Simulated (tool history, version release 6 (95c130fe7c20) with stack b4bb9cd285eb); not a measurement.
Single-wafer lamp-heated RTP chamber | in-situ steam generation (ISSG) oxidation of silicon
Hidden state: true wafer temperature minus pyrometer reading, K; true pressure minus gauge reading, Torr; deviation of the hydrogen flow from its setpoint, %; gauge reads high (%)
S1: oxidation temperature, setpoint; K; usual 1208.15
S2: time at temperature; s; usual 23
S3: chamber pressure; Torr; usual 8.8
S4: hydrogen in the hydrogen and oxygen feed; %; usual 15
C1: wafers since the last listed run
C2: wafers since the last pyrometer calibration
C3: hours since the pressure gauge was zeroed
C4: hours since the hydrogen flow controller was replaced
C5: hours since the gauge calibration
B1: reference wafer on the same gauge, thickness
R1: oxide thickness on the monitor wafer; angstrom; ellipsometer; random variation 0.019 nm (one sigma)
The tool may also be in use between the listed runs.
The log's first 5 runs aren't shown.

run 6 hour=261.4 | S1=1208.15 S2=23 S3=8.8 S4=15 | C1=939 C2=3799 C3=1811 C4=6706.1 C5=297.5 | B1=4.831 | R1=41.1
run 7 hour=288.9 | S1=1200.15 S2=23 S3=8.8 S4=15 | C1=384 C2=4184 C3=1838.5 C4=6733.6 C5=325 | B1=4.831 | R1=40.5
-- hour=303.9 pyrometer window cleaned and pyrometer calibrated
run 8 hour=331.7 | S1=1200.15 S2=23 S3=8.8 S4=15 | C1=486 C2=388 C3=1881.3 C4=6776.4 C5=367.8 | B1=4.834 | R1=40.78
run 9 hour=373.8 | S1=1200.15 S2=23 S3=8.8 S4=15 | C1=588 C2=977 C3=1923.4 C4=6818.5 C5=409.9 | B1=4.826 | R1=41
run 10 hour=434.3 | S1=1208.15 S2=23 S3=8.8 S4=15 | C1=846 C2=1823 C3=1983.9 C4=6879 C5=470.4 | B1=4.833 | R1=41.88
run 11 hour=480.4 | S1=1208.15 S2=23 S3=8.8 S4=15 | C1=644 C2=2468 C3=2030 C4=6925.1 C5=516.5 | B1=4.829 | R1=41.75
-- hour=621.2 pyrometer window cleaned and pyrometer calibrated, repeated, since the last time left the tool worse
run 12 hour=656.8 | S1=1208.15 S2=16 S3=8.8 S4=15 | C1=2355 C2=497 C3=2206.4 C4=7101.5 C5=692.9 | B1=4.832 | R1=35.23
run 13 hour=705.5 | S1=1208.15 S2=16 S3=8.8 S4=15 | C1=681 C2=1178 C3=2255.1 C4=7150.2 C5=741.6 | B1=4.831 | R1=35.67
run 14 hour=739.2 | S1=1208.15 S2=16 S3=8.8 S4=15 | C1=471 C2=1649 C3=2288.8 C4=7183.9 C5=775.3 | B1=4.825 | R1=35.39
-- hour=755.6 hydrogen flow controller replaced
run 15 hour=785.9 | S1=1208.15 S2=21 S3=8.8 S4=15 | C1=541 C2=2191 C3=2335.5 C4=30.3 C5=822 | B1=4.831 | R1=39.27
run 16 hour=931.7 | S1=1218.15 S2=32 S3=9.3 S4=15 | C1=2039 C2=4230 C3=2481.3 C4=176.1 C5=967.8 | B1=4.835 | R1=49.17
-- hour=935.6 gauge calibrated
run 17 hour=984.8 | S1=1222.15 S2=27 S3=9.7 S4=18 | C1=742 C2=4972 C3=2534.4 C4=229.2 C5=49.2 | B1=4.838 | R1=47.95
-- hour=996.6 pyrometer window cleaned and pyrometer calibrated
run 18 hour=1040.9 | S1=1208.15 S2=19 S3=8.8 S4=15 | C1=672 C2=619 C3=2590.5 C4=285.3 C5=105.3 | B1=4.831 | R1=38.02
run 19 hour=1070.7 | S1=1227.15 S2=23 S3=8.8 S4=11 | C1=416 C2=1036 C3=2620.3 C4=315.1 C5=135.1 | B1=4.83 | R1=40.71
run 20 hour=1102.8 | S1=1223.15 S2=21 S3=8.8 S4=20 | C1=448 C2=1485 C3=2652.4 C4=347.2 C5=167.2 | B1=4.844 | R1=43.52
run 21 hour=1161.8 | S1=1208.15 S2=23 S3=8.8 S4=15 | C1=825 C2=2310 C3=2711.4 C4=406.2 C5=226.2 | B1=4.832 | R1=40.8
run 22 hour=1195.9 | S1=1208.15 S2=30 S3=8.8 S4=11 | C1=476 C2=2787 C3=2745.5 C4=440.3 C5=260.3 | B1=4.832 | R1=43.55
run 23 hour=1231.9 | S1=1208.15 S2=23 S3=8.8 S4=15 | C1=503 C2=3291 C3=2781.5 C4=476.3 C5=296.3 | B1=4.824 | R1=40.73
-- hour=1304.2 pyrometer window cleaned and pyrometer calibrated
run 24 hour=1304.7 | S1=1195.15 S2=14 S3=7.5 S4=19 | C1=906 C2=7 C3=2854.3 C4=549.1 C5=369.1 | B1=4.82 | R1=34.29
-- hour=1319.5 pressure gauge zeroed
run 25 hour=1364.2 | S1=1221.15 S2=23 S3=8.8 S4=15 | C1=720 C2=727 C3=44.7 C4=608.6 C5=428.6 | B1=4.831 | R1=42.57
run 26 hour=1412.2 | S1=1208.15 S2=25 S3=7.7 S4=15 | C1=671 C2=1398 C3=92.7 C4=656.6 C5=476.6 | B1=4.834 | R1=42.35
run 27 hour=1614.9 | S1=1201.15 S2=29 S3=8 S4=19 | C1=2834 C2=4233 C3=295.4 C4=859.3 C5=679.3 | B1=4.839 | R1=46.96
run 28 hour=1653.3 | S1=1219.15 S2=23 S3=8.8 S4=15 | C1=537 C2=4770 C3=333.8 C4=897.7 C5=717.7 | B1=4.83 | R1=42.87
-- hour=1661.3 pyrometer window cleaned and pyrometer calibrated
run 29 hour=1686.9 | S1=1208.15 S2=23 S3=8.8 S4=15 | C1=358 C2=357 C3=367.4 C4=931.3 C5=751.3 | B1=4.836 | R1=40.53
run 30 hour=1719 | S1=1208.15 S2=23 S3=7.5 S4=15 | C1=448 C2=806 C3=399.5 C4=963.4 C5=783.4 | B1=4.835 | R1=40.64

Forecast each of these 3 alternatives for the next run:
run A hour=1719.4 | S1=1208.15 S2=23 S3=8.8 S4=15 | C1=5 C2=812 C3=399.9 C4=963.8 C5=783.8 | B1=? | R1=?
run B hour=1719.4 | S1=1208.15 S2=15 S3=8.2 S4=15 | C1=5 C2=812 C3=399.9 C4=963.8 C5=783.8 | B1=? | R1=?
run C hour=1719.4 | S1=1220.15 S2=18 S3=8.8 S4=15 | C1=5 C2=812 C3=399.9 C4=963.8 C5=783.8 | B1=? | R1=?

run=A B1=4.824 R1=40.96
run=B B1=4.824 R1=34.65
run=C B1=4.824 R1=38.31
Without the tool's hidden state the same runs would have given:
run=A R1=40.89
run=B R1=34.61
run=C R1=38.25
